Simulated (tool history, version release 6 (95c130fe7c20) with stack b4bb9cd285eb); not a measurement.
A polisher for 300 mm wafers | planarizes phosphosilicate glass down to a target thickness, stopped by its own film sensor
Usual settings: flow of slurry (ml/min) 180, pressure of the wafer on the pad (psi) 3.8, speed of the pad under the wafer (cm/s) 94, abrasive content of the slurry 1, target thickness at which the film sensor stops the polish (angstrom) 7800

run	hour	flow of slurry (ml/min)	pressure of the wafer on the pad (psi)	speed of the pad under the wafer (cm/s)	abrasive content of the slurry	target thickness at which the film sensor stops the polish (angstrom)	incoming thickness of the incoming film, nm	time until the film sensor stopped the polish (s)
1	0	180	3.8	94	1	7800	1495.1	73.5
2	13.6	180	3.8	94	0.9	6350	1460.3	89.2
3	28.6	180	3.8	94	1	7800	1478	71.2
4	36.1	180	3.8	80	0.85	6430	1465.6	105.5
5	50.4	180	4.8	104	1	7800	1484.3	58
6	63	180	3.8	94	1	7800	1468.6	71.8
7	77.6	180	3.8	94	1	7800	1477.6	73.2
8	86.3	180	3.8	94	1	6880	1444.4	79.1
# hour 102.5: worn pad replaced by a new one
9	103	180	3.8	112	1	7800	1473.4	66.6
10	113.2	180	4.4	124	1.25	6070	1494.4	61.7
11	121.9	220	3.8	66	0.8	7800	1459.1	97.6
# hour 130.9: slurry nozzle cleaned
12	131.4	180	3.8	94	0.9	7800	1459.5	75.1
13	145.3	180	4.4	94	1	7800	1476.6	66.7
14	153.9	180	3.8	94	1	7800	1486.3	75.6
# hour 168.7: conditioning disc replaced and pad reconditioned
15	169.2	180	3.8	94	1.25	7800	1475.4	66.6
16	204.4	180	3.8	94	0.75	7800	1461.7	90.7
17	211.3	180	3.8	94	1	5580	1481.1	100.5
18	219.9	180	3.8	82	1.3	7800	1492.3	73.8
19	226.4	180	3.8	94	1	7800	1481	76.2
# hour 236.4: worn pad replaced by a new one
20	237.9	145	3.8	94	1	7800	1483.3	80
21	244.6	145	3.8	94	1	7800	1489.6	80.3
22	258.9	180	3.8	94	1	10060	1474.1	52.8
23	274.1	235	3.8	94	1	7800	1441.9	72.7
24	285.6	180	3.8	94	1	7800	1479.9	78.4
25	298.3	180	3.8	94	1	7800	1485.3	79.8
26	310.1	140	3.8	94	1	6520	1459.2	94.5

4 ways to go on from here, each from the tool as it stands after run 26. What would each give?
A	310.5	180	3.1	94	1	7800	1462.8	?
B	310.5	215	3.8	94	0.75	7800	1462.8	?
C	310.5	180	3.4	84	1	7800	1462.8	?
D	310.5	180	3.8	94	1	9330	1462.8	?

run	time until the film sensor stopped the polish (s)
A	88.6
B	91.1
C	88.9
D	59.2
Without the tool's hidden state the same runs would have given:
run	time until the film sensor stopped the polish (s)
A	79.3
B	80.2
C	79.4
D	53
